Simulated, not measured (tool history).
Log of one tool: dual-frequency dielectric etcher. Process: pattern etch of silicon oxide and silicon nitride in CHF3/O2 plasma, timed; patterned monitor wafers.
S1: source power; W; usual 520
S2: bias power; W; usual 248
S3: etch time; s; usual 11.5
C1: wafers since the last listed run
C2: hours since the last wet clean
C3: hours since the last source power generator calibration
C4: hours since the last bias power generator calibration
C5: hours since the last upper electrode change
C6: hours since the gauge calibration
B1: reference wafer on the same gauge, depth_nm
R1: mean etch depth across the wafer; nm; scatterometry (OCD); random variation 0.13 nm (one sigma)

Run 1, day 0: usual settings; C1 0; C2 111.7; C3 3948.5; C4 3233.2; C5 3723.7; C6 82.1; B1 19.23. Result: R1 20.9 nm.
Run 2, day 0.775: usual settings; C1 314; C2 130.3; C3 3967.1; C4 3251.8; C5 3742.3; C6 100.7; B1 19.17. Result: R1 20.5 nm.
Run 3, day 1.288: usual settings; C1 207; C2 142.6; C3 3979.4; C4 3264.1; C5 3754.6; C6 113; B1 19.2. Result: R1 20.81 nm.
Run 4, day 2.412: usual settings; C1 456; C2 169.6; C3 4006.4; C4 3291.1; C5 3781.6; C6 140; B1 19.22. Result: R1 20.92 nm.
Run 5, day 3.833: usual settings; C1 576; C2 203.7; C3 4040.5; C4 3325.2; C5 3815.7; C6 174.1; B1 19.19. Result: R1 20.7 nm.
Run 6, day 4.708: usual settings but S2 272 W; C1 354; C2 224.7; C3 4061.5; C4 3346.2; C5 3836.7; C6 195.1; B1 19.16. Result: R1 21.51 nm.
At day 5.929: source power generator calibrated.
Run 7, day 5.95: usual settings but S2 272 W; C1 435; C2 254.5; C3 0.5; C4 3376; C5 3866.5; C6 224.9; B1 19.17. Result: R1 21.47 nm.
Run 8, day 6.95: usual settings but S1 550 W; C1 405; C2 278.5; C3 24.5; C4 3400; C5 3890.5; C6 248.9; B1 19.2. Result: R1 20.94 nm.
Run 9, day 7.904: usual settings but S1 400 W, S2 294 W; C1 386; C2 301.4; C3 47.4; C4 3422.9; C5 3913.4; C6 271.8; B1 19.21. Result: R1 20.75 nm.
Run 10, day 8.921: usual settings but S1 560 W, S2 268 W, S3 13.5 s; C1 412; C2 325.8; C3 71.8; C4 3447.3; C5 3937.8; C6 296.2; B1 19.19. Result: R1 25.47 nm.
At day 10.162: wet clean of the chamber.
Run 11, day 10.183: usual settings; C1 106; C2 0.5; C3 102.1; C4 3477.6; C5 3968.1; C6 326.5; B1 19.19. Result: R1 20.38 nm.
Run 12, day 11.104: usual settings but S1 560 W, S2 268 W, S3 13.5 s; C1 373; C2 22.6; C3 124.2; C4 3499.7; C5 3990.2; C6 348.6; B1 19.21. Result: R1 25.63 nm.
At day 11.525: bias power generator calibrated.
At day 12.8: upper electrode replaced.
At day 12.954: gauge calibrated.
Run 13, day 12.962: usual settings but S1 440 W, S2 187 W, S3 14 s; C1 280; C2 67.2; C3 168.8; C4 34.5; C5 3.9; C6 0.2; B1 19.21. Result: R1 20.9 nm.
Run 14, day 13.912: usual settings but S1 430 W, S3 8 s; C1 385; C2 90; C3 191.6; C4 57.3; C5 26.7; C6 23; B1 19.18. Result: R1 13.62 nm.
Run 15, day 14.479: usual settings but S2 276 W, S3 10.5 s; C1 229; C2 103.6; C3 205.2; C4 70.9; C5 40.3; C6 36.6; B1 19.2. Result: R1 19.87 nm.
Run 16, day 15.346: usual settings but S1 390 W, S3 13.5 s; C1 351; C2 124.4; C3 226; C4 91.7; C5 61.1; C6 57.4; B1 19.22. Result: R1 22.45 nm.
Run 17, day 16.825: usual settings but S1 450 W, S2 290 W, S3 8 s; C1 599; C2 159.9; C3 261.5; C4 127.2; C5 96.6; C6 92.9; B1 19.2. Result: R1 14.76 nm.

Forecast each of these 5 alternatives for the next run:
Run A, day 16.842: usual settings; C1 6; C2 160.3; C3 261.9; C4 127.6; C5 97; C6 93.3; B1 ?. Result: R1 ?.
Run B, day 16.842: usual settings but S1 620 W, S2 287 W, S3 14.5 s; C1 6; C2 160.3; C3 261.9; C4 127.6; C5 97; C6 93.3; B1 ?. Result: R1 ?.
Run C, day 16.842: usual settings but S1 580 W, S2 286 W; C1 6; C2 160.3; C3 261.9; C4 127.6; C5 97; C6 93.3; B1 ?. Result: R1 ?.
Run D, day 16.842: usual settings but S2 266 W, S3 8 s; C1 6; C2 160.3; C3 261.9; C4 127.6; C5 97; C6 93.3; B1 ?. Result: R1 ?.
Run E, day 16.842: usual settings but S1 560 W; C1 6; C2 160.3; C3 261.9; C4 127.6; C5 97; C6 93.3; B1 ?. Result: R1 ?.

run    B1     R1
  A  19.2   20.7
  B  19.2  29.34
  C  19.2   22.8
  D  19.2  14.88
  E  19.2  21.13
Without the tool's hidden state the same runs would have given:
run     R1
  A   20.7
  B  29.34
  C   22.8
  D  14.88
  E  21.13
